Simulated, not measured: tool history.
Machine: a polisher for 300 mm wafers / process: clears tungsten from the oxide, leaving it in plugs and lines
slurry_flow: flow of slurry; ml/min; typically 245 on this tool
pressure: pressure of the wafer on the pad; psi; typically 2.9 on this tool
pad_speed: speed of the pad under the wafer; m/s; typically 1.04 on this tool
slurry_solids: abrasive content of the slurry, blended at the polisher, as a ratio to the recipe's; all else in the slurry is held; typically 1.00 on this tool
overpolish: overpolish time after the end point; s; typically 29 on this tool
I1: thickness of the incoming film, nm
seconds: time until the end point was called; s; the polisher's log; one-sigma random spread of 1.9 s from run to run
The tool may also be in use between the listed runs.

run 1 day=0.000 | slurry_flow=245 pressure=2.9 pad_speed=1.04 slurry_solids=1.00 overpolish=29 | I1=444.0 | seconds=94.5
-- day=0.108 slurry tank refilled with fresh slurry and peroxide
run 2 day=0.471 | slurry_flow=175 pressure=2.9 pad_speed=1.04 slurry_solids=1.00 overpolish=29 | I1=437.1 | seconds=94.8
-- day=0.592 slurry blender recalibrated
-- day=0.996 worn pad replaced by a new one
run 3 day=1.042 | slurry_flow=245 pressure=2.9 pad_speed=1.04 slurry_solids=1.00 overpolish=39 | I1=438.3 | seconds=93.6
-- day=1.238 head pressure recalibrated
run 4 day=1.567 | slurry_flow=310 pressure=2.9 pad_speed=1.04 slurry_solids=1.00 overpolish=29 | I1=439.9 | seconds=101.2
run 5 day=2.088 | slurry_flow=245 pressure=2.9 pad_speed=1.04 slurry_solids=1.10 overpolish=19 | I1=446.1 | seconds=103.2
run 6 day=2.521 | slurry_flow=245 pressure=2.9 pad_speed=1.04 slurry_solids=1.00 overpolish=29 | I1=438.5 | seconds=100.3
run 7 day=3.254 | slurry_flow=285 pressure=2.1 pad_speed=1.22 slurry_solids=1.00 overpolish=36 | I1=441.2 | seconds=122.0
run 8 day=3.712 | slurry_flow=190 pressure=2.9 pad_speed=1.04 slurry_solids=1.00 overpolish=29 | I1=438.2 | seconds=103.1
run 9 day=4.067 | slurry_flow=245 pressure=2.9 pad_speed=1.04 slurry_solids=1.00 overpolish=20 | I1=438.9 | seconds=102.6
run 10 day=4.608 | slurry_flow=245 pressure=2.9 pad_speed=1.04 slurry_solids=1.00 overpolish=29 | I1=434.6 | seconds=98.4
-- day=5.046 slurry tank refilled with fresh slurry and peroxide
run 11 day=5.067 | slurry_flow=290 pressure=2.9 pad_speed=1.04 slurry_solids=1.00 overpolish=29 | I1=441.3 | seconds=97.6
run 12 day=5.321 | slurry_flow=245 pressure=2.9 pad_speed=1.04 slurry_solids=1.00 overpolish=29 | I1=440.1 | seconds=101.4
-- day=5.742 slurry nozzle cleaned
run 13 day=5.762 | slurry_flow=245 pressure=3.8 pad_speed=0.92 slurry_solids=1.00 overpolish=24 | I1=439.3 | seconds=83.4
run 14 day=6.262 | slurry_flow=295 pressure=2.4 pad_speed=1.04 slurry_solids=0.90 overpolish=29 | I1=446.2 | seconds=123.9
run 15 day=6.667 | slurry_flow=245 pressure=2.9 pad_speed=1.04 slurry_solids=1.00 overpolish=29 | I1=432.7 | seconds=94.8
-- day=6.838 worn pad replaced by a new one
run 16 day=7.142 | slurry_flow=165 pressure=2.9 pad_speed=0.78 slurry_solids=1.25 overpolish=20 | I1=440.7 | seconds=122.3
run 17 day=7.729 | slurry_flow=245 pressure=2.6 pad_speed=0.86 slurry_solids=0.75 overpolish=44 | I1=446.6 | seconds=140.8
run 18 day=8.062 | slurry_flow=245 pressure=2.6 pad_speed=1.04 slurry_solids=0.90 overpolish=40 | I1=437.3 | seconds=113.5
run 19 day=8.479 | slurry_flow=245 pressure=2.9 pad_speed=1.04 slurry_solids=1.00 overpolish=29 | I1=449.6 | seconds=99.2
-- day=9.062 slurry blender recalibrated
run 20 day=9.083 | slurry_flow=245 pressure=2.9 pad_speed=1.04 slurry_solids=1.00 overpolish=29 | I1=437.5 | seconds=95.3
run 21 day=9.512 | slurry_flow=215 pressure=2.9 pad_speed=1.04 slurry_solids=1.00 overpolish=22 | I1=435.2 | seconds=97.0
run 22 day=10.075 | slurry_flow=310 pressure=3.3 pad_speed=0.92 slurry_solids=1.00 overpolish=29 | I1=444.8 | seconds=91.8
-- day=10.317 slurry tank refilled with fresh slurry and peroxide
run 23 day=10.454 | slurry_flow=310 pressure=2.2 pad_speed=1.04 slurry_solids=1.00 overpolish=29 | I1=439.4 | seconds=125.2
run 24 day=10.771 | slurry_flow=245 pressure=2.9 pad_speed=1.04 slurry_solids=1.00 overpolish=29 | I1=442.4 | seconds=97.3
-- day=11.467 worn pad replaced by a new one
run 25 day=11.488 | slurry_flow=175 pressure=2.9 pad_speed=1.04 slurry_solids=1.00 overpolish=29 | I1=441.2 | seconds=96.1
run 26 day=11.662 | slurry_flow=215 pressure=3.4 pad_speed=1.04 slurry_solids=0.85 overpolish=16 | I1=445.3 | seconds=87.7

Consider 4 possible next runs. They are alternatives, not a sequence: every one starts from the tool as it was left by run 26. What does each give?
run A day=11.683 | slurry_flow=245 pressure=2.9 pad_speed=1.04 slurry_solids=1.00 overpolish=14 | I1=435.4 | seconds=?
run B day=11.683 | slurry_flow=245 pressure=2.9 pad_speed=1.32 slurry_solids=1.15 overpolish=34 | I1=435.4 | seconds=?
run C day=11.683 | slurry_flow=245 pressure=2.9 pad_speed=1.04 slurry_solids=0.70 overpolish=43 | I1=435.4 | seconds=?
run D day=11.683 | slurry_flow=245 pressure=2.9 pad_speed=1.04 slurry_solids=1.00 overpolish=22 | I1=435.4 | seconds=?

run=A seconds=94.2
run=B seconds=74.2
run=C seconds=101.8
run=D seconds=94.2
What these runs would have given with no unlogged condition in the tool:
run=A seconds=103.0
run=B seconds=81.2
run=C seconds=111.4
run=D seconds=103.0
